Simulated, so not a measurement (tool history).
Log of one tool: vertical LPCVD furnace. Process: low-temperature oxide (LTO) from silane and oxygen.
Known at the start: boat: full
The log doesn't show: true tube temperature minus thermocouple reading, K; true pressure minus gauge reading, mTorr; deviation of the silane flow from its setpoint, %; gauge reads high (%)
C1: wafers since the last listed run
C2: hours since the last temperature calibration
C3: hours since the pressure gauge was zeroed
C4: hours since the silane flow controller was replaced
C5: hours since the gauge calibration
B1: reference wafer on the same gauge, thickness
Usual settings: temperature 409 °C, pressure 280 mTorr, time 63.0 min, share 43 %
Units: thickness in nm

{"run": 1, "hour": 0.0, "temperature": 409, "pressure": 280, "time": 63.0, "share": 43, "C1": 0, "C2": 2275.9, "C3": 1259.5, "C4": 3056.3, "C5": 2813.5, "B1": 1083.25, "thickness": 920.02}
{"run": 2, "hour": 98.8, "temperature": 409, "pressure": 255, "time": 63.0, "share": 43, "C1": 1035, "C2": 2374.7, "C3": 1358.3, "C4": 3155.1, "C5": 2912.3, "B1": 1084.56, "thickness": 839.95}
{"run": 3, "hour": 192.9, "temperature": 409, "pressure": 255, "time": 63.0, "share": 43, "C1": 986, "C2": 2468.8, "C3": 1452.4, "C4": 3249.2, "C5": 3006.4, "B1": 1086.7, "thickness": 841.8}
{"run": 4, "hour": 243.9, "temperature": 409, "pressure": 255, "time": 63.0, "share": 43, "C1": 534, "C2": 2519.8, "C3": 1503.4, "C4": 3300.2, "C5": 3057.4, "B1": 1087.34, "thickness": 838.52}
{"run": 5, "hour": 290.3, "temperature": 409, "pressure": 280, "time": 63.0, "share": 43, "C1": 486, "C2": 2566.2, "C3": 1549.8, "C4": 3346.6, "C5": 3103.8, "B1": 1088.48, "thickness": 924.34}
{"run": 6, "hour": 372.9, "temperature": 409, "pressure": 280, "time": 63.0, "share": 43, "C1": 865, "C2": 2648.8, "C3": 1632.4, "C4": 3429.2, "C5": 3186.4, "B1": 1089.67, "thickness": 924.54}
{"run": 7, "hour": 475.9, "temperature": 409, "pressure": 280, "time": 63.0, "share": 43, "C1": 1079, "C2": 2751.8, "C3": 1735.4, "C4": 3532.2, "C5": 3289.4, "B1": 1091.85, "thickness": 925.39}
{"run": 8, "hour": 517.6, "temperature": 409, "pressure": 280, "time": 63.0, "share": 43, "C1": 436, "C2": 2793.5, "C3": 1777.1, "C4": 3573.9, "C5": 3331.1, "B1": 1092.86, "thickness": 928.76}
{"run": 9, "hour": 588.7, "temperature": 409, "pressure": 280, "time": 63.0, "share": 43, "C1": 745, "C2": 2864.6, "C3": 1848.2, "C4": 3645.0, "C5": 3402.2, "B1": 1094.59, "thickness": 933.54}
{"run": 10, "hour": 690.2, "temperature": 409, "pressure": 280, "time": 63.0, "share": 43, "C1": 1063, "C2": 2966.1, "C3": 1949.7, "C4": 3746.5, "C5": 3503.7, "B1": 1095.5, "thickness": 935.55}
{"hour": 730.2, "done": "pressure gauge zeroed"}
{"run": 11, "hour": 747.7, "temperature": 409, "pressure": 280, "time": 63.0, "share": 43, "C1": 351, "C2": 3023.6, "C3": 17.5, "C4": 3804.0, "C5": 3561.2, "B1": 1096.24, "thickness": 931.35}
{"run": 12, "hour": 837.9, "temperature": 409, "pressure": 280, "time": 63.0, "share": 43, "C1": 945, "C2": 3113.8, "C3": 107.7, "C4": 3894.2, "C5": 3651.4, "B1": 1098.78, "thickness": 937.81}
{"hour": 855.1, "done": "gauge calibrated"}
{"hour": 903.8, "done": "thermocouples replaced and temperature profile calibrated"}
{"run": 13, "hour": 1056.4, "temperature": 416, "pressure": 280, "time": 63.0, "share": 37, "C1": 2038, "C2": 152.6, "C3": 326.2, "C4": 4112.7, "C5": 201.3, "B1": 1058.99, "thickness": 811.44}
{"run": 14, "hour": 1348.7, "temperature": 409, "pressure": 335, "time": 47.0, "share": 43, "C1": 3063, "C2": 444.9, "C3": 618.5, "C4": 4405.0, "C5": 493.6, "B1": 1060.07, "thickness": 802.41}
{"run": 15, "hour": 1415.6, "temperature": 409, "pressure": 280, "time": 63.0, "share": 43, "C1": 701, "C2": 511.8, "C3": 685.4, "C4": 4471.9, "C5": 560.5, "B1": 1059.62, "thickness": 903.27}
{"run": 16, "hour": 1481.7, "temperature": 409, "pressure": 280, "time": 63.0, "share": 43, "C1": 692, "C2": 577.9, "C3": 751.5, "C4": 4538.0, "C5": 626.6, "B1": 1061.8, "thickness": 905.29}
{"run": 17, "hour": 1558.8, "temperature": 413, "pressure": 280, "time": 46.5, "share": 36, "C1": 807, "C2": 655.0, "C3": 828.6, "C4": 4615.1, "C5": 703.7, "B1": 1062.21, "thickness": 564.3}
{"run": 18, "hour": 1601.4, "temperature": 409, "pressure": 235, "time": 82.5, "share": 43, "C1": 446, "C2": 697.6, "C3": 871.2, "C4": 4657.7, "C5": 746.3, "B1": 1061.52, "thickness": 991.34}
{"run": 19, "hour": 1657.7, "temperature": 409, "pressure": 280, "time": 63.0, "share": 43, "C1": 589, "C2": 753.9, "C3": 927.5, "C4": 4714.0, "C5": 802.6, "B1": 1061.79, "thickness": 899.79}
{"run": 20, "hour": 1719.6, "temperature": 409, "pressure": 280, "time": 63.0, "share": 43, "C1": 648, "C2": 815.8, "C3": 989.4, "C4": 4775.9, "C5": 864.5, "B1": 1062.81, "thickness": 900.67}
{"run": 21, "hour": 1795.3, "temperature": 409, "pressure": 280, "time": 63.0, "share": 43, "C1": 793, "C2": 891.5, "C3": 1065.1, "C4": 4851.6, "C5": 940.2, "B1": 1062.72, "thickness": 905.35}
{"run": 22, "hour": 1892.6, "temperature": 409, "pressure": 280, "time": 46.0, "share": 37, "C1": 1019, "C2": 988.8, "C3": 1162.4, "C4": 4948.9, "C5": 1037.5, "B1": 1063.11, "thickness": 551.87}
{"run": 23, "hour": 1999.5, "temperature": 409, "pressure": 280, "time": 51.0, "share": 38, "C1": 1120, "C2": 1095.7, "C3": 1269.3, "C4": 5055.8, "C5": 1144.4, "B1": 1064.49, "thickness": 637.45}
{"hour": 2081.7, "done": "silane flow controller replaced"}
{"run": 24, "hour": 2082.2, "temperature": 409, "pressure": 245, "time": 42.5, "share": 40, "C1": 615, "C2": 1178.4, "C3": 1352.0, "C4": 0.5, "C5": 1227.1, "B1": 1064.99, "thickness": 492.73}
{"run": 25, "hour": 2110.0, "temperature": 414, "pressure": 345, "time": 63.0, "share": 37, "C1": 291, "C2": 1206.2, "C3": 1379.8, "C4": 28.3, "C5": 1254.9, "B1": 1064.29, "thickness": 988.79}
{"run": 26, "hour": 2179.0, "temperature": 409, "pressure": 280, "time": 72.5, "share": 43, "C1": 723, "C2": 1275.2, "C3": 1448.8, "C4": 97.3, "C5": 1323.9, "B1": 1065.79, "thickness": 1040.1}
{"run": 27, "hour": 2265.2, "temperature": 409, "pressure": 240, "time": 54.5, "share": 43, "C1": 903, "C2": 1361.4, "C3": 1535.0, "C4": 183.5, "C5": 1410.1, "B1": 1066.27, "thickness": 667.6}
{"run": 28, "hour": 2356.9, "temperature": 417, "pressure": 280, "time": 63.0, "share": 38, "C1": 960, "C2": 1453.1, "C3": 1626.7, "C4": 275.2, "C5": 1501.8, "B1": 1066.65, "thickness": 855.8}
{"run": 29, "hour": 2428.9, "temperature": 409, "pressure": 280, "time": 63.0, "share": 43, "C1": 754, "C2": 1525.1, "C3": 1698.7, "C4": 347.2, "C5": 1573.8, "B1": 1068.24, "thickness": 906.11}
{"run": 30, "hour": 2677.0, "temperature": 414, "pressure": 280, "time": 55.5, "share": 50, "C1": 2599, "C2": 1773.2, "C3": 1946.8, "C4": 595.3, "C5": 1821.9, "B1": 1069.56, "thickness": 972.63}
{"run": 31, "hour": 2784.4, "temperature": 415, "pressure": 345, "time": 75.0, "share": 50, "C1": 1125, "C2": 1880.6, "C3": 2054.2, "C4": 702.7, "C5": 1929.3, "B1": 1071.46, "thickness": 1630.19}
{"run": 32, "hour": 2862.7, "temperature": 416, "pressure": 215, "time": 73.5, "share": 43, "C1": 820, "C2": 1958.9, "C3": 2132.5, "C4": 781.0, "C5": 2007.6, "B1": 1073.93, "thickness": 882.2}

Forecast each of these 3 alternatives for the next run:
{"run": "A", "hour": 2868.2, "temperature": 409, "pressure": 280, "time": 63.0, "share": 43, "C1": 57, "C2": 1964.4, "C3": 2138.0, "C4": 786.5, "C5": 2013.1, "B1": "?", "thickness": "?"}
{"run": "B", "hour": 2868.2, "temperature": 418, "pressure": 250, "time": 63.0, "share": 43, "C1": 57, "C2": 1964.4, "C3": 2138.0, "C4": 786.5, "C5": 2013.1, "B1": "?", "thickness": "?"}
{"run": "C", "hour": 2868.2, "temperature": 409, "pressure": 280, "time": 55.5, "share": 43, "C1": 57, "C2": 1964.4, "C3": 2138.0, "C4": 786.5, "C5": 2013.1, "B1": "?", "thickness": "?"}

run=A B1=1072.71 thickness=907.09
run=B B1=1072.71 thickness=887.89
run=C B1=1072.71 thickness=799.10
Without the tool's hidden state the same runs would have given:
run=A thickness=897.43
run=B thickness=878.43
run=C thickness=790.59
